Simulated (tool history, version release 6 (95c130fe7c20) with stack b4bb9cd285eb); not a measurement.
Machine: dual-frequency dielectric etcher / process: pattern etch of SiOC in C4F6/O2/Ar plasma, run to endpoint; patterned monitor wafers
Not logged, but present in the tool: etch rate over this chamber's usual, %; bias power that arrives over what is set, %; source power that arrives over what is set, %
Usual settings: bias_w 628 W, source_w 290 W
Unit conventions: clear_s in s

run	hour	bias_w	source_w	wafers since the last listed run	hours since the last wet clean	hours since the last bias power generator calibration	hours since the last source power generator calibration	hours since the last upper electrode change	incoming incoming film thickness, nm	clear_s
1	0	628	290	0	479.1	2036.9	1453.7	1855.2	24.59	8.1
# hour 25.4: wet clean of the chamber
2	112.8	628	290	1123	87.4	2149.7	1566.5	1968	24.71	8.1
3	170.4	628	290	728	145	2207.3	1624.1	2025.6	25.16	8.3
4	236.7	628	290	838	211.3	2273.6	1690.4	2091.9	24.59	8.1
5	299.3	572	340	792	273.9	2336.2	1753	2154.5	24.97	8.1
6	340	572	340	514	314.6	2376.9	1793.7	2195.2	25.09	8.1
# hour 451.2: wet clean of the chamber
7	451.7	572	340	1109	0.5	2488.6	1905.4	2306.9	24.9	8.1
8	470.6	628	330	239	19.4	2507.5	1924.3	2325.8	24.93	7.8
9	509.9	596	290	497	58.7	2546.8	1963.6	2365.1	24.78	8.4
10	561.8	596	290	656	110.6	2598.7	2015.5	2417	24.59	8.4
11	610.6	628	310	617	159.4	2647.5	2064.3	2465.8	24.84	8
12	672.3	628	290	780	221.1	2709.2	2126	2527.5	24.96	8.3
# hour 703.8: upper electrode replaced
13	733.6	628	290	471	282.4	2770.5	2187.3	29.8	24.89	8.3
14	763.5	628	290	378	312.3	2800.4	2217.2	59.7	25.04	8.3
15	799.2	628	290	451	348	2836.1	2252.9	95.4	24.71	8.2
16	828.1	556	250	365	376.9	2865	2281.8	124.3	24.76	9.2
17	867	551	290	492	415.8	2903.9	2320.7	163.2	24.93	8.8
18	913.4	575	220	587	462.2	2950.3	2367.1	209.6	25.09	9.7
# hour 947.5: wet clean of the chamber
19	969.9	628	290	411	22.4	3006.8	2423.6	266.1	25.01	8.3
20	1034.6	543	290	818	87.1	3071.5	2488.3	330.8	25.04	8.9
21	1103.2	628	260	867	155.7	3140.1	2556.9	399.4	25.02	8.6
# hour 1142: source power generator calibrated
22	1179.1	628	290	909	231.6	3216	37.1	475.3	24.64	8
23	1213.7	628	290	437	266.2	3250.6	71.7	509.9	24.88	8.1
24	1256.1	731	290	536	308.6	3293	114.1	552.3	25.07	7.6
25	1293.7	729	290	475	346.2	3330.6	151.7	589.9	24.9	7.5
26	1336.1	556	290	536	388.6	3373	194.1	632.3	25.25	8.8
# hour 1352.6: bias power generator calibrated
27	1387.3	628	270	597	439.8	34.7	245.3	683.5	25.18	8.5
# hour 1411.6: wet clean of the chamber
28	1579.7	539	250	2130	168.1	227.1	437.7	875.9	24.76	9.3
29	1645.2	485	350	828	233.6	292.6	503.2	941.4	25.14	8.7
30	1671.8	628	290	336	260.2	319.2	529.8	968	24.77	8.1
31	1717	543	340	571	305.4	364.4	575	1013.2	24.98	8.2
32	1770.7	628	290	679	359.1	418.1	628.7	1066.9	24.97	8.2
# hour 1816.1: wet clean of the chamber
33	1832.7	543	340	480	16.6	480.1	690.7	1128.9	24.73	8.3
34	1922.5	486	330	1136	106.4	569.9	780.5	1218.7	24.72	8.9
35	1956.8	713	320	433	140.7	604.2	814.8	1253	25.17	7.5
36	2027.8	754	220	898	211.7	675.2	885.8	1324	24.97	8.5

What differs in the tool's unlogged condition from the final listed run ahead of each entry between runs to the first listed run following it?
Logged between run 1 and run 2: wet clean of the chamber (hour 25.4)
  source power that arrives over what is set, %: -3.35 -> -3.48
Logged between run 6 and run 7: wet clean of the chamber (hour 451.2)
  source power that arrives over what is set, %: -3.7 -> -3.78
Logged between run 12 and run 13: upper electrode replaced (hour 703.8)
  source power that arrives over what is set, %: -3.93 -> -3.96
Logged between run 18 and run 19: wet clean of the chamber (hour 947.5)
  source power that arrives over what is set, %: -4.05 -> -4.08
Logged between run 21 and run 22: source power generator calibrated (hour 1142)
  source power that arrives over what is set, %: -4.13 -> -0.439
Logged between run 26 and run 27: bias power generator calibrated (hour 1352.6)
  source power that arrives over what is set, %: -1.21 -> -1.44
Logged between run 27 and run 28: wet clean of the chamber (hour 1411.6)
  source power that arrives over what is set, %: -1.44 -> -2.19
Logged between run 32 and run 33: wet clean of the chamber (hour 1816.1)
  source power that arrives over what is set, %: -2.8 -> -2.97

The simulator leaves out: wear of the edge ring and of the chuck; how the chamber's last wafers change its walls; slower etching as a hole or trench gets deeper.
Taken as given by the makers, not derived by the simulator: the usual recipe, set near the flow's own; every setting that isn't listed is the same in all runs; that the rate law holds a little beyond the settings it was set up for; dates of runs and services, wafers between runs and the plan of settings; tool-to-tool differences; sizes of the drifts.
